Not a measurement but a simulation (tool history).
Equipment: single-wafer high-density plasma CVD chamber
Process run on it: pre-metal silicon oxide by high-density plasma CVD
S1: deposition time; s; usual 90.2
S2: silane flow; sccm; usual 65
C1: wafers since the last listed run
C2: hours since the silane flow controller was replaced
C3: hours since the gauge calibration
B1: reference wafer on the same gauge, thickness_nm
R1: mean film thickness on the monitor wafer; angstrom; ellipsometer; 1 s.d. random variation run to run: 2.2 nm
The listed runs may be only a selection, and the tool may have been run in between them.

run,day,S1,S2,C1,C2,C3,B1,R1
1,0,81.5,65,0,1178.1,663.1,503.906,5007.33
2,3.533,102.8,60,1589,1262.9,747.9,504.007,5875.92
3,5.479,90.2,65,875,1309.6,794.6,503.628,5583.57
4,7.942,103.8,65,1107,1368.7,853.7,504.382,6420.92
5,11.946,103.8,65,1801,1464.8,949.8,503.692,6410.4
6,15.604,103.8,65,1645,1552.6,1037.6,504.34,6413.14
7,20.096,90.2,65,2020,1660.4,1145.4,504.065,5574.24
8,22.283,90.2,65,984,1712.9,1197.9,503.793,5542.99
9,25.692,90.2,65,1533,1794.7,1279.7,503.619,5534.1
10,29.462,90.2,65,1696,1885.2,1370.2,503.879,5567.66
11,33.312,90.2,55,1732,1977.6,1462.6,504.424,4693.28
12,36.138,90.2,65,1270,2045.4,1530.4,503.794,5528.52
13,39.692,90.2,65,1598,2130.7,1615.7,504.078,5533.36
14,43.546,90.2,65,1733,2223.2,1708.2,504.579,5516.58
15,45.433,90.2,65,849,2268.5,1753.5,503.779,5557.71
16,48.871,90.2,58,1546,2351,1836,504.008,4952.98
17,51.117,90.2,58,1010,2404.9,1889.9,503.829,4977.59
18,53.154,90.2,65,916,2453.8,1938.8,503.982,5500.35
# day 55.825: gauge calibrated
19,56.858,74.7,54,1666,2542.7,24.8,503.768,3793.81
20,59.517,74.7,53,1195,2606.5,88.6,503.892,3726.72
21,62.304,76.1,60,1254,2673.4,155.5,503.905,4301.26
22,64.792,85.3,53,1119,2733.1,215.2,503.833,4265.19
23,68.008,104.5,73,1447,2810.3,292.4,504.316,7158.02
24,70.379,90.2,65,1066,2867.2,349.3,504.373,5501.84
25,74.342,102,57,1782,2962.3,444.4,504.454,5443.93
26,77.162,90.2,65,1269,3030,512.1,504.283,5455.12
27,79.217,104.1,53,924,3079.3,561.4,503.901,5171.53
28,83.692,90.2,65,2013,3186.7,668.8,504.221,5475.13
# day 85.75: silane flow controller replaced
29,87.525,100.2,56,1574,42.6,760.8,503.679,5325.11
30,90.888,82.1,56,1512,123.3,841.5,503.92,4342.73
31,94.317,106.3,59,1542,205.6,923.8,504.225,5955
32,96.433,85.4,61,952,256.4,974.6,504.665,4938.81
33,99.025,90.2,65,1165,318.6,1036.8,503.842,5562.45
34,101.967,81.4,54,1323,389.2,1107.4,503.864,4174.08
35,104.229,95.2,59,1017,443.5,1161.7,504,5342.69
36,107.854,84.3,69,1630,530.5,1248.7,503.678,5527.78

How the hidden state differs across the entries between the runs, from the last listed run before each to the first after it:
Logged between run 18 and run 19: gauge calibrated (day 55.825)
  delivered silane flow above the setpoint (%): -1.25 -> -1.34
  measured minus no-state result, R1: -69.76 -> -51.64 angstrom
Logged between run 28 and run 29: silane flow controller replaced (day 85.75)
  delivered silane flow above the setpoint (%): -2.1 -> -0.168
  measured minus no-state result, R1: -117.25 -> -8.94 angstrom
